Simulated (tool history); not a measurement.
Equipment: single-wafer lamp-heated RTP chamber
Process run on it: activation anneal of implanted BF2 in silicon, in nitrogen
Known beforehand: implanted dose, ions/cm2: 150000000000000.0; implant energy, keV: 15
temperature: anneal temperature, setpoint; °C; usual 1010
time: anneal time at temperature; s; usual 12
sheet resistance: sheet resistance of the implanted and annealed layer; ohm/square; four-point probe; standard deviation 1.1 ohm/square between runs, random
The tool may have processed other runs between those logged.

| run | day | temperature | time | read-back reference wafer on the same gauge, sheet resistance | sheet resistance |
|---|---|---|---|---|---|
| 1 | 0.000 | 1033 | 14 | 666.12 | 703.27 |
| 2 | 0.604 | 1033 | 14 | 666.65 | 703.16 |
| 3 | 1.208 | 1010 | 12 | 667.41 | 709.06 |
| 4 | 1.762 | 1010 | 12 | 667.44 | 708.08 |
| 5 | 2.329 | 987 | 12 | 667.62 | 712.30 |
| 6 | 3.029 | 987 | 12 | 668.07 | 714.09 |
| 7 | 3.321 | 1010 | 12 | 668.24 | 706.67 |
| 8 | 4.000 | 1010 | 12 | 667.85 | 708.95 |
|  | 4.438 | reflector plate cleaned |
| 9 | 4.458 | 1010 | 12 | 668.67 | 707.75 |
| 10 | 4.633 | 1010 | 12 | 668.50 | 710.70 |
| 11 | 5.258 | 1010 | 12 | 668.52 | 711.22 |
| 12 | 5.558 | 1010 | 12 | 668.86 | 710.76 |
| 13 | 5.962 | 1010 | 15 | 668.68 | 707.50 |
| 14 | 6.638 | 1010 | 15 | 668.56 | 708.43 |
|  | 7.129 | pyrometer window cleaned and pyrometer calibrated |
| 15 | 7.379 | 1010 | 15 | 669.10 | 706.56 |
| 16 | 7.708 | 1010 | 12 | 669.03 | 709.89 |
| 17 | 8.088 | 1010 | 12 | 669.06 | 711.22 |
| 18 | 8.496 | 986 | 5 | 668.82 | 720.53 |
| 19 | 8.888 | 1010 | 12 | 669.04 | 711.47 |
| 20 | 9.188 | 1024 | 12 | 669.00 | 708.44 |
| 21 | 9.854 | 987 | 12 | 668.96 | 713.81 |
| 22 | 10.346 | 988 | 8 | 668.92 | 716.05 |
|  | 10.817 | gauge calibrated |
| 23 | 11.029 | 1018 | 6 | 663.42 | 709.41 |
| 24 | 11.433 | 989 | 7 | 664.27 | 712.42 |
| 25 | 11.792 | 1010 | 12 | 664.80 | 706.12 |
| 26 | 12.538 | 1010 | 12 | 665.57 | 705.30 |
| 27 | 12.900 | 1033 | 14 | 665.98 | 700.51 |
| 28 | 13.221 | 1025 | 12 | 666.12 | 703.99 |
| 29 | 13.662 | 1034 | 9 | 666.22 | 706.88 |
| 30 | 14.029 | 996 | 14 | 666.55 | 707.48 |
| 31 | 14.358 | 1010 | 19 | 666.91 | 702.61 |
| 32 | 15.683 | 998 | 15 | 667.72 | 709.76 |
| 33 | 16.038 | 1001 | 12 | 667.49 | 709.33 |
| 34 | 16.779 | 999 | 12 | 667.95 | 709.90 |
|  | 17.312 | pyrometer window cleaned and pyrometer calibrated |
| 35 | 17.333 | 1010 | 14 | 667.90 | 708.00 |
| 36 | 17.550 | 990 | 16 | 667.93 | 709.53 |
| 37 | 18.133 | 1010 | 12 | 668.33 | 709.51 |
| 38 | 18.517 | 1000 | 5 | 667.94 | 717.74 |

3 ways to go on from here, each from the tool as it stands after run 38. What would each give?
| A | 18.533 | 1023 | 12 | ? | ? |
| B | 18.533 | 983 | 9 | ? | ? |
| C | 18.533 | 990 | 12 | ? | ? |

| run | read-back reference wafer on the same gauge, sheet resistance | sheet resistance |
|---|---|---|
| A | 668.43 | 708.78 |
| B | 668.43 | 717.58 |
| C | 668.43 | 713.96 |
Take away the tool's hidden state, keep each run's random variation, and the runs would have read:
| run | sheet resistance |
|---|---|
| A | 704.10 |
| B | 712.84 |
| C | 709.24 |
